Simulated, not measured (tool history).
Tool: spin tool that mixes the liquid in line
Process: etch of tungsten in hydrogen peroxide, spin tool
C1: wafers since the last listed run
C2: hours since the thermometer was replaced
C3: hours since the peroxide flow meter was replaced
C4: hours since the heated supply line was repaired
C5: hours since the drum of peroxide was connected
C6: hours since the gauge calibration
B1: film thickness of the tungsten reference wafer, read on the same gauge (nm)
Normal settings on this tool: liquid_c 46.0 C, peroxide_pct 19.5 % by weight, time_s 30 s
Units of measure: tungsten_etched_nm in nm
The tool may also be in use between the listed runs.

{"run": 1, "day": 0.0, "liquid_c": 50.0, "peroxide_pct": 19.5, "time_s": 30, "C1": 0, "C2": 468.4, "C3": 633.6, "C4": 2023.0, "C5": 495.8, "C6": 2393.7, "B1": 30.03, "tungsten_etched_nm": 21.06}
{"run": 2, "day": 1.642, "liquid_c": 50.5, "peroxide_pct": 19.5, "time_s": 30, "C1": 747, "C2": 507.8, "C3": 673.0, "C4": 2062.4, "C5": 535.2, "C6": 2433.1, "B1": 30.04, "tungsten_etched_nm": 21.73}
{"day": 3.571, "done": "heated supply line repaired"}
{"day": 3.729, "done": "new drum of peroxide connected"}
{"run": 3, "day": 14.233, "liquid_c": 46.0, "peroxide_pct": 19.5, "time_s": 30, "C1": 5695, "C2": 810.0, "C3": 975.2, "C4": 255.9, "C5": 252.1, "C6": 2735.3, "B1": 30.01, "tungsten_etched_nm": 15.91}
{"day": 16.158, "done": "peroxide flow meter replaced"}
{"run": 4, "day": 16.554, "liquid_c": 46.0, "peroxide_pct": 19.5, "time_s": 30, "C1": 1037, "C2": 865.7, "C3": 9.5, "C4": 311.6, "C5": 307.8, "C6": 2791.0, "B1": 29.96, "tungsten_etched_nm": 16.03}
{"run": 5, "day": 20.988, "liquid_c": 46.0, "peroxide_pct": 19.5, "time_s": 30, "C1": 2018, "C2": 972.1, "C3": 115.9, "C4": 418.0, "C5": 414.2, "C6": 2897.4, "B1": 30.01, "tungsten_etched_nm": 15.85}
{"run": 6, "day": 24.317, "liquid_c": 46.0, "peroxide_pct": 19.5, "time_s": 30, "C1": 1516, "C2": 1052.0, "C3": 195.8, "C4": 497.9, "C5": 494.1, "C6": 2977.3, "B1": 29.99, "tungsten_etched_nm": 15.81}
{"run": 7, "day": 26.596, "liquid_c": 46.0, "peroxide_pct": 19.5, "time_s": 50, "C1": 1037, "C2": 1106.7, "C3": 250.5, "C4": 552.6, "C5": 548.8, "C6": 3032.0, "B1": 30.0, "tungsten_etched_nm": 26.29}
{"run": 8, "day": 30.433, "liquid_c": 46.0, "peroxide_pct": 19.5, "time_s": 30, "C1": 1747, "C2": 1198.8, "C3": 342.6, "C4": 644.7, "C5": 640.9, "C6": 3124.1, "B1": 29.98, "tungsten_etched_nm": 15.85}
{"day": 30.971, "done": "new drum of peroxide connected"}
{"run": 9, "day": 32.971, "liquid_c": 50.5, "peroxide_pct": 22.5, "time_s": 15, "C1": 1136, "C2": 1259.7, "C3": 403.5, "C4": 705.6, "C5": 48.0, "C6": 3185.0, "B1": 30.0, "tungsten_etched_nm": 10.94}
{"run": 10, "day": 35.425, "liquid_c": 36.5, "peroxide_pct": 19.5, "time_s": 15, "C1": 1117, "C2": 1318.6, "C3": 462.4, "C4": 764.5, "C5": 106.9, "C6": 3243.9, "B1": 30.01, "tungsten_etched_nm": 4.19}
{"run": 11, "day": 38.188, "liquid_c": 46.0, "peroxide_pct": 19.5, "time_s": 45, "C1": 1257, "C2": 1384.9, "C3": 528.7, "C4": 830.8, "C5": 173.2, "C6": 3310.2, "B1": 29.99, "tungsten_etched_nm": 23.11}
{"day": 38.908, "done": "thermometer replaced"}
{"run": 12, "day": 40.208, "liquid_c": 46.0, "peroxide_pct": 19.5, "time_s": 45, "C1": 901, "C2": 31.2, "C3": 577.2, "C4": 879.3, "C5": 221.7, "C6": 3358.7, "B1": 29.95, "tungsten_etched_nm": 25.8}
{"run": 13, "day": 43.825, "liquid_c": 41.0, "peroxide_pct": 15.5, "time_s": 20, "C1": 1646, "C2": 118.0, "C3": 664.0, "C4": 966.1, "C5": 308.5, "C6": 3445.5, "B1": 29.98, "tungsten_etched_nm": 7.23}
{"day": 44.658, "done": "gauge calibrated"}
{"run": 14, "day": 48.267, "liquid_c": 46.0, "peroxide_pct": 25.0, "time_s": 30, "C1": 2022, "C2": 224.6, "C3": 770.6, "C4": 1072.7, "C5": 415.1, "C6": 86.6, "B1": 30.0, "tungsten_etched_nm": 18.82}
{"run": 15, "day": 50.212, "liquid_c": 49.5, "peroxide_pct": 19.5, "time_s": 45, "C1": 886, "C2": 271.3, "C3": 817.3, "C4": 1119.4, "C5": 461.8, "C6": 133.3, "B1": 30.0, "tungsten_etched_nm": 30.61}
{"run": 16, "day": 54.304, "liquid_c": 46.0, "peroxide_pct": 19.5, "time_s": 30, "C1": 1863, "C2": 369.5, "C3": 915.5, "C4": 1217.6, "C5": 560.0, "C6": 231.5, "B1": 29.98, "tungsten_etched_nm": 16.64}
{"run": 17, "day": 56.054, "liquid_c": 40.0, "peroxide_pct": 19.5, "time_s": 30, "C1": 796, "C2": 411.5, "C3": 957.5, "C4": 1259.6, "C5": 602.0, "C6": 273.5, "B1": 30.01, "tungsten_etched_nm": 11.09}
{"run": 18, "day": 59.479, "liquid_c": 38.5, "peroxide_pct": 19.5, "time_s": 35, "C1": 1559, "C2": 493.7, "C3": 1039.7, "C4": 1341.8, "C5": 684.2, "C6": 355.7, "B1": 30.0, "tungsten_etched_nm": 11.84}
{"day": 60.312, "done": "new drum of peroxide connected"}
{"run": 19, "day": 62.604, "liquid_c": 46.0, "peroxide_pct": 24.5, "time_s": 45, "C1": 1404, "C2": 568.7, "C3": 1114.7, "C4": 1416.8, "C5": 55.0, "C6": 430.7, "B1": 29.97, "tungsten_etched_nm": 27.34}
{"day": 64.862, "done": "peroxide flow meter replaced"}
{"run": 20, "day": 65.796, "liquid_c": 49.5, "peroxide_pct": 19.5, "time_s": 30, "C1": 1434, "C2": 645.3, "C3": 22.4, "C4": 1493.4, "C5": 131.6, "C6": 507.3, "B1": 30.04, "tungsten_etched_nm": 20.13}
{"run": 21, "day": 68.412, "liquid_c": 36.5, "peroxide_pct": 19.5, "time_s": 30, "C1": 1191, "C2": 708.1, "C3": 85.2, "C4": 1556.2, "C5": 194.4, "C6": 570.1, "B1": 29.94, "tungsten_etched_nm": 8.65}
{"run": 22, "day": 72.312, "liquid_c": 36.5, "peroxide_pct": 19.5, "time_s": 30, "C1": 1775, "C2": 801.7, "C3": 178.8, "C4": 1649.8, "C5": 288.0, "C6": 663.7, "B1": 30.0, "tungsten_etched_nm": 8.65}
{"run": 23, "day": 74.121, "liquid_c": 46.0, "peroxide_pct": 19.5, "time_s": 30, "C1": 823, "C2": 845.1, "C3": 222.2, "C4": 1693.2, "C5": 331.4, "C6": 707.1, "B1": 30.0, "tungsten_etched_nm": 15.92}
{"run": 24, "day": 80.4, "liquid_c": 39.0, "peroxide_pct": 22.0, "time_s": 45, "C1": 2859, "C2": 995.8, "C3": 372.9, "C4": 1843.9, "C5": 482.1, "C6": 857.8, "B1": 29.97, "tungsten_etched_nm": 15.82}
{"run": 25, "day": 83.742, "liquid_c": 49.0, "peroxide_pct": 19.5, "time_s": 50, "C1": 1521, "C2": 1076.0, "C3": 453.1, "C4": 1924.1, "C5": 562.3, "C6": 938.0, "B1": 30.0, "tungsten_etched_nm": 31.88}

Forecast each of these 5 alternatives for the next run:
{"run": "A", "day": 83.758, "liquid_c": 38.5, "peroxide_pct": 19.5, "time_s": 30, "C1": 7, "C2": 1076.4, "C3": 453.5, "C4": 1924.5, "C5": 562.7, "C6": 938.4, "B1": "?", "tungsten_etched_nm": "?"}
{"run": "B", "day": 83.758, "liquid_c": 42.5, "peroxide_pct": 19.5, "time_s": 15, "C1": 7, "C2": 1076.4, "C3": 453.5, "C4": 1924.5, "C5": 562.7, "C6": 938.4, "B1": "?", "tungsten_etched_nm": "?"}
{"run": "C", "day": 83.758, "liquid_c": 46.0, "peroxide_pct": 19.5, "time_s": 15, "C1": 7, "C2": 1076.4, "C3": 453.5, "C4": 1924.5, "C5": 562.7, "C6": 938.4, "B1": "?", "tungsten_etched_nm": "?"}
{"run": "D", "day": 83.758, "liquid_c": 40.5, "peroxide_pct": 24.0, "time_s": 30, "C1": 7, "C2": 1076.4, "C3": 453.5, "C4": 1924.5, "C5": 562.7, "C6": 938.4, "B1": "?", "tungsten_etched_nm": "?"}
{"run": "E", "day": 83.758, "liquid_c": 46.0, "peroxide_pct": 22.0, "time_s": 30, "C1": 7, "C2": 1076.4, "C3": 453.5, "C4": 1924.5, "C5": 562.7, "C6": 938.4, "B1": "?", "tungsten_etched_nm": "?"}

run=A B1=29.97 tungsten_etched_nm=9.67
run=B B1=29.97 tungsten_etched_nm=6.28
run=C B1=29.97 tungsten_etched_nm=7.85
run=D B1=29.97 tungsten_etched_nm=12.23
run=E B1=29.97 tungsten_etched_nm=16.69
The same runs, with their run-to-run variation unchanged, on a tool lacking any hidden condition would have given:
run=A tungsten_etched_nm=10.62
run=B tungsten_etched_nm=6.88
run=C tungsten_etched_nm=8.59
run=D tungsten_etched_nm=13.42
run=E tungsten_etched_nm=18.25
